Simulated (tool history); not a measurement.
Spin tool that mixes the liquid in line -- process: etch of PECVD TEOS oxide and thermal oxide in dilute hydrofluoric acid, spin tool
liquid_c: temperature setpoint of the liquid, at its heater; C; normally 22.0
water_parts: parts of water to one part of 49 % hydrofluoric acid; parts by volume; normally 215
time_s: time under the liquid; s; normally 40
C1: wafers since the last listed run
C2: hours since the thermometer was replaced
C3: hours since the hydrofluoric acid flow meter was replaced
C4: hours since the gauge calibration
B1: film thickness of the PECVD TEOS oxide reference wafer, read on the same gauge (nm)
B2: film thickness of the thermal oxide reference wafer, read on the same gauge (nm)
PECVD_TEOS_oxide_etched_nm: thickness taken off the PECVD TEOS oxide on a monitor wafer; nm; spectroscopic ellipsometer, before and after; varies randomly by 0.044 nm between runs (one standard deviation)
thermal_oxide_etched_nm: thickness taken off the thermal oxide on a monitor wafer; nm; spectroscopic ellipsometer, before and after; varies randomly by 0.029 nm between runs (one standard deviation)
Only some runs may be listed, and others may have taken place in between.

run 1 hour=0.0 | liquid_c=22.0 water_parts=215 time_s=40 | C1=0 C2=1730.9 C3=1488.0 C4=651.9 | B1=115.662 B2=48.204 | PECVD_TEOS_oxide_etched_nm=4.236 thermal_oxide_etched_nm=0.731
run 2 hour=68.8 | liquid_c=22.0 water_parts=215 time_s=40 | C1=1115 C2=1799.7 C3=1556.8 C4=720.7 | B1=115.531 B2=48.182 | PECVD_TEOS_oxide_etched_nm=4.269 thermal_oxide_etched_nm=0.691
run 3 hour=107.5 | liquid_c=22.0 water_parts=215 time_s=40 | C1=627 C2=1838.4 C3=1595.5 C4=759.4 | B1=115.481 B2=48.058 | PECVD_TEOS_oxide_etched_nm=4.135 thermal_oxide_etched_nm=0.736
run 4 hour=159.4 | liquid_c=22.0 water_parts=215 time_s=40 | C1=841 C2=1890.3 C3=1647.4 C4=811.3 | B1=115.411 B2=48.076 | PECVD_TEOS_oxide_etched_nm=4.216 thermal_oxide_etched_nm=0.701
run 5 hour=204.1 | liquid_c=22.0 water_parts=215 time_s=40 | C1=725 C2=1935.0 C3=1692.1 C4=856.0 | B1=115.345 B2=48.023 | PECVD_TEOS_oxide_etched_nm=4.189 thermal_oxide_etched_nm=0.719
run 6 hour=233.3 | liquid_c=22.0 water_parts=215 time_s=25 | C1=473 C2=1964.2 C3=1721.3 C4=885.2 | B1=115.305 B2=48.035 | PECVD_TEOS_oxide_etched_nm=2.629 thermal_oxide_etched_nm=0.426
run 7 hour=271.9 | liquid_c=18.0 water_parts=215 time_s=20 | C1=626 C2=2002.8 C3=1759.9 C4=923.8 | B1=115.299 B2=48.037 | PECVD_TEOS_oxide_etched_nm=1.816 thermal_oxide_etched_nm=0.302
-- hour=313.3 gauge calibrated
run 8 hour=323.9 | liquid_c=18.0 water_parts=215 time_s=20 | C1=843 C2=2054.8 C3=1811.9 C4=10.6 | B1=119.229 B2=49.695 | PECVD_TEOS_oxide_etched_nm=1.910 thermal_oxide_etched_nm=0.328
run 9 hour=389.0 | liquid_c=18.0 water_parts=215 time_s=20 | C1=1055 C2=2119.9 C3=1877.0 C4=75.7 | B1=118.373 B2=49.330 | PECVD_TEOS_oxide_etched_nm=1.866 thermal_oxide_etched_nm=0.328
run 10 hour=568.6 | liquid_c=22.0 water_parts=130 time_s=40 | C1=2912 C2=2299.5 C3=2056.6 C4=255.3 | B1=116.712 B2=48.634 | PECVD_TEOS_oxide_etched_nm=7.854 thermal_oxide_etched_nm=1.297
-- hour=593.8 thermometer replaced
run 11 hour=757.8 | liquid_c=22.0 water_parts=130 time_s=40 | C1=3052 C2=164.0 C3=2245.8 C4=444.5 | B1=115.713 B2=48.199 | PECVD_TEOS_oxide_etched_nm=7.830 thermal_oxide_etched_nm=1.411
run 12 hour=792.4 | liquid_c=17.0 water_parts=325 time_s=55 | C1=561 C2=198.6 C3=2280.4 C4=479.1 | B1=115.563 B2=48.124 | PECVD_TEOS_oxide_etched_nm=2.853 thermal_oxide_etched_nm=0.470
run 13 hour=839.9 | liquid_c=24.5 water_parts=215 time_s=55 | C1=770 C2=246.1 C3=2327.9 C4=526.6 | B1=115.389 B2=48.105 | PECVD_TEOS_oxide_etched_nm=6.292 thermal_oxide_etched_nm=1.117
run 14 hour=900.1 | liquid_c=22.0 water_parts=215 time_s=40 | C1=976 C2=306.3 C3=2388.1 C4=586.8 | B1=115.243 B2=47.976 | PECVD_TEOS_oxide_etched_nm=4.202 thermal_oxide_etched_nm=0.708
run 15 hour=941.8 | liquid_c=22.0 water_parts=215 time_s=40 | C1=676 C2=348.0 C3=2429.8 C4=628.5 | B1=115.126 B2=47.950 | PECVD_TEOS_oxide_etched_nm=4.189 thermal_oxide_etched_nm=0.703
run 16 hour=1004.3 | liquid_c=25.0 water_parts=305 time_s=65 | C1=1013 C2=410.5 C3=2492.3 C4=691.0 | B1=115.022 B2=47.895 | PECVD_TEOS_oxide_etched_nm=4.865 thermal_oxide_etched_nm=0.847
-- hour=1034.3 hydrofluoric acid flow meter replaced
run 17 hour=1041.3 | liquid_c=22.0 water_parts=215 time_s=40 | C1=583 C2=447.5 C3=7.0 C4=728.0 | B1=114.930 B2=47.865 | PECVD_TEOS_oxide_etched_nm=4.294 thermal_oxide_etched_nm=0.706
run 18 hour=1086.9 | liquid_c=26.5 water_parts=295 time_s=55 | C1=739 C2=493.1 C3=52.6 C4=773.6 | B1=114.866 B2=47.848 | PECVD_TEOS_oxide_etched_nm=4.591 thermal_oxide_etched_nm=0.766
run 19 hour=1166.4 | liquid_c=24.5 water_parts=215 time_s=40 | C1=1289 C2=572.6 C3=132.1 C4=853.1 | B1=114.757 B2=47.815 | PECVD_TEOS_oxide_etched_nm=4.695 thermal_oxide_etched_nm=0.768
run 20 hour=1226.0 | liquid_c=22.0 water_parts=215 time_s=40 | C1=966 C2=632.2 C3=191.7 C4=912.7 | B1=114.698 B2=47.765 | PECVD_TEOS_oxide_etched_nm=4.143 thermal_oxide_etched_nm=0.717
run 21 hour=1254.9 | liquid_c=22.0 water_parts=135 time_s=40 | C1=468 C2=661.1 C3=220.6 C4=941.6 | B1=114.698 B2=47.751 | PECVD_TEOS_oxide_etched_nm=7.256 thermal_oxide_etched_nm=1.215
run 22 hour=1287.9 | liquid_c=22.0 water_parts=165 time_s=40 | C1=535 C2=694.1 C3=253.6 C4=974.6 | B1=114.617 B2=47.798 | PECVD_TEOS_oxide_etched_nm=5.880 thermal_oxide_etched_nm=0.936
run 23 hour=1314.0 | liquid_c=25.5 water_parts=295 time_s=40 | C1=423 C2=720.2 C3=279.7 C4=1000.7 | B1=114.657 B2=47.743 | PECVD_TEOS_oxide_etched_nm=3.217 thermal_oxide_etched_nm=0.535
-- hour=1362.1 gauge calibrated
run 24 hour=1381.1 | liquid_c=22.0 water_parts=120 time_s=30 | C1=1088 C2=787.3 C3=346.8 C4=19.0 | B1=119.285 B2=49.699 | PECVD_TEOS_oxide_etched_nm=6.396 thermal_oxide_etched_nm=1.001
run 25 hour=1449.3 | liquid_c=19.5 water_parts=215 time_s=15 | C1=1106 C2=855.5 C3=415.0 C4=87.2 | B1=118.424 B2=49.346 | PECVD_TEOS_oxide_etched_nm=1.472 thermal_oxide_etched_nm=0.264
run 26 hour=1483.4 | liquid_c=20.0 water_parts=295 time_s=60 | C1=553 C2=889.6 C3=449.1 C4=121.3 | B1=118.011 B2=49.131 | PECVD_TEOS_oxide_etched_nm=4.067 thermal_oxide_etched_nm=0.694
run 27 hour=1521.9 | liquid_c=22.0 water_parts=215 time_s=40 | C1=624 C2=928.1 C3=487.6 C4=159.8 | B1=117.668 B2=48.977 | PECVD_TEOS_oxide_etched_nm=4.267 thermal_oxide_etched_nm=0.702

Describe how what the log doesn't record of the tool's condition differs between the last listed run preceding each entry between runs and the first listed run following it.
Logged between run 7 and run 8: gauge calibrated (hour 313.3)
  gauge reads high (%): -3.93 -> -0.616
  measured less the result without the state, PECVD_TEOS_oxide_etched_nm: -0.074 -> -0.012 nm; thermal_oxide_etched_nm: -0.012 -> -0.002 nm
Logged between run 10 and run 11: thermometer replaced (hour 593.8)
  gauge reads high (%): -2.74 -> -3.58
  measured less the result without the state, PECVD_TEOS_oxide_etched_nm: -0.221 -> -0.290 nm; thermal_oxide_etched_nm: -0.036 -> -0.052 nm
Logged between run 16 and run 17: hydrofluoric acid flow meter replaced (hour 1034.3)
  gauge reads high (%): -4.16 -> -4.22
  measured less the result without the state, PECVD_TEOS_oxide_etched_nm: -0.211 -> -0.189 nm; thermal_oxide_etched_nm: -0.036 -> -0.031 nm
Logged between run 23 and run 24: gauge calibrated (hour 1362.1)
  gauge reads high (%): -4.48 -> -0.589
  measured less the result without the state, PECVD_TEOS_oxide_etched_nm: -0.151 -> -0.038 nm; thermal_oxide_etched_nm: -0.025 -> -0.006 nm

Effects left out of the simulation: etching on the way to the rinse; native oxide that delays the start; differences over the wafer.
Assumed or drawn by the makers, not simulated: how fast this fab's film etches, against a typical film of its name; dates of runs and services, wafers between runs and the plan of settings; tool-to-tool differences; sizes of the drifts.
